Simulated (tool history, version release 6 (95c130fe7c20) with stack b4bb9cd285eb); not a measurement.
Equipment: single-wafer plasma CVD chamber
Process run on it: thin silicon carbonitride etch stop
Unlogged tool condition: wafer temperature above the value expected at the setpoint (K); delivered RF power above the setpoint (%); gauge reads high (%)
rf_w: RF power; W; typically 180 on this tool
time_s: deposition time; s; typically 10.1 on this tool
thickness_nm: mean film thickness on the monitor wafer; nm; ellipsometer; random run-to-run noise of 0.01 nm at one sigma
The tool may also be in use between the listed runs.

run,hour,rf_w,time_s,wafers since the last listed run,hours since the last thermocouple change,hours since the last RF generator calibration,hours since the showerhead was replaced,hours since the gauge calibration,"read-back reference wafer on the same gauge, thickness_nm",thickness_nm
1,0,170,10.1,0,2510.4,1780.4,3137.3,220.4,5.54,5.626
2,11.5,170,10.1,420,2521.9,1791.9,3148.8,231.9,5.54,5.625
# hour 11.7: gauge calibrated
3,27.1,170,10.1,570,2537.5,1807.5,3164.4,15.4,5.542,5.612
4,44.8,180,10.1,647,2555.2,1825.2,3182.1,33.1,5.541,5.782
5,53.6,180,10.1,321,2564,1834,3190.9,41.9,5.539,5.764
6,66.4,180,11.2,468,2576.8,1846.8,3203.7,54.7,5.54,6.378
7,76,180,11.2,351,2586.4,1856.4,3213.3,64.3,5.541,6.4
8,83.8,180,10.1,285,2594.2,1864.2,3221.1,72.1,5.54,5.765
9,95.5,180,10.1,427,2605.9,1875.9,3232.8,83.8,5.54,5.764
10,104.3,180,10.1,321,2614.7,1884.7,3241.6,92.6,5.539,5.725
11,115.6,165,9.7,413,2626,1896,3252.9,103.9,5.541,5.262
# hour 137.3: thermocouple changed; heater temperature recalibrated
12,139.1,165,9.7,566,1.8,1919.5,3276.4,127.4,5.539,5.258
13,156.1,215,11.5,621,18.8,1936.5,3293.4,144.4,5.541,7.114
14,164.4,195,9.2,303,27.1,1944.8,3301.7,152.7,5.54,5.446
15,177.4,180,10.1,475,40.1,1957.8,3314.7,165.7,5.541,5.717
# hour 193.6: RF generator calibrated
16,194.1,180,10.1,318,56.8,0.5,3331.4,182.4,5.54,6.02
# hour 195.7: gauge calibrated
17,200.8,155,12,244,63.5,7.2,3338.1,5.1,5.539,6.603
18,217.4,160,10.1,607,80.1,23.8,3354.7,21.7,5.541,5.648
19,232.1,190,9.3,537,94.8,38.5,3369.4,36.4,5.54,5.699
20,249.7,180,10.1,643,112.4,56.1,3387,54,5.539,6.029
# hour 267: showerhead replaced
21,267.5,165,8.7,358,130.2,73.9,0.5,71.8,5.542,4.961
22,301.4,170,11.3,1239,164.1,107.8,34.4,105.7,5.541,6.522
23,313.8,165,9.5,453,176.5,120.2,46.8,118.1,5.54,5.406
24,326.9,180,12.1,479,189.6,133.3,59.9,131.2,5.543,7.228
25,336.5,210,8.7,351,199.2,142.9,69.5,140.8,5.54,5.596

Forecast each of these 3 alternatives for the next run:
A,336.9,180,10.1,14,199.6,143.3,69.9,141.2,?,?
B,336.9,200,9.4,14,199.6,143.3,69.9,141.2,?,?
C,336.9,195,8.3,14,199.6,143.3,69.9,141.2,?,?

run,"read-back reference wafer on the same gauge, thickness_nm",thickness_nm
A,5.541,6.016
B,5.541,5.898
C,5.541,5.145
With the hidden condition removed and each run's random variation left untouched, the same runs would have given:
run,thickness_nm
A,6.053
B,5.934
C,5.176
